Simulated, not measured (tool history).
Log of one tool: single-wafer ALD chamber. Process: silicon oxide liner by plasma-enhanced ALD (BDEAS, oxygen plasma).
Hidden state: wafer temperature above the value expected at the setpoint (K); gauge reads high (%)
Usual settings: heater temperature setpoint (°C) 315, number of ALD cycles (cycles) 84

run,hour,heater temperature setpoint (°C),number of ALD cycles (cycles),wafers since the last listed run,hours since the last thermocouple change,hours since the gauge calibration,"read-back reference wafer on the same gauge, thickness_nm",mean film thickness on the monitor wafer (Å)
1,0.0,315,84,0,769.8,13.2,5.672,70.05
2,60.9,315,84,244,830.7,74.1,5.674,70.26
3,243.8,315,84,733,1013.6,257.0,5.670,69.57
4,308.5,323,77,259,1078.3,321.7,5.685,62.73
5,338.4,323,77,119,1108.2,351.6,5.676,63.00
6,497.5,315,89,637,1267.3,510.7,5.677,74.47
7,560.2,315,84,251,1330.0,573.4,5.680,69.47
8,589.8,315,84,118,1359.6,603.0,5.679,70.27
# hour 608.0: gauge calibrated
9,657.3,306,75,270,1427.1,49.3,5.672,62.84
10,725.5,306,75,273,1495.3,117.5,5.680,62.86
11,767.5,306,84,168,1537.3,159.5,5.676,70.41
12,796.2,306,84,115,1566.0,188.2,5.687,70.78
13,857.0,311,100,243,1626.8,249.0,5.667,83.24
14,915.4,329,74,234,1685.2,307.4,5.675,60.06
15,984.8,315,90,278,1754.6,376.8,5.679,74.99
16,1011.5,315,84,107,1781.3,403.5,5.680,69.44
17,1043.7,307,96,129,1813.5,435.7,5.682,80.72
# hour 1063.8: thermocouple changed; heater temperature recalibrated
18,1077.5,315,91,103,13.7,469.5,5.681,75.23
19,1110.6,321,84,132,46.8,502.6,5.675,69.09
20,1179.1,315,84,274,115.3,571.1,5.683,70.36
21,1205.4,315,84,105,141.6,597.4,5.690,70.12
22,1233.1,325,77,111,169.3,625.1,5.691,62.60
23,1276.5,315,84,174,212.7,668.5,5.688,69.66
24,1311.6,300,74,140,247.8,703.6,5.682,63.43
25,1338.4,315,84,107,274.6,730.4,5.681,70.02

Forecast each of these 4 alternatives for the next run:
A,1338.9,307,84,2,275.1,730.9,?,?
B,1338.9,304,69,2,275.1,730.9,?,?
C,1338.9,326,91,2,275.1,730.9,?,?
D,1338.9,321,76,2,275.1,730.9,?,?

run,"read-back reference wafer on the same gauge, thickness_nm",mean film thickness on the monitor wafer (Å)
A,5.679,70.65
B,5.679,58.29
C,5.679,74.40
D,5.679,62.61
Without the tool's hidden state the same runs would have given:
run,mean film thickness on the monitor wafer (Å)
A,70.65
B,58.29
C,74.40
D,62.61
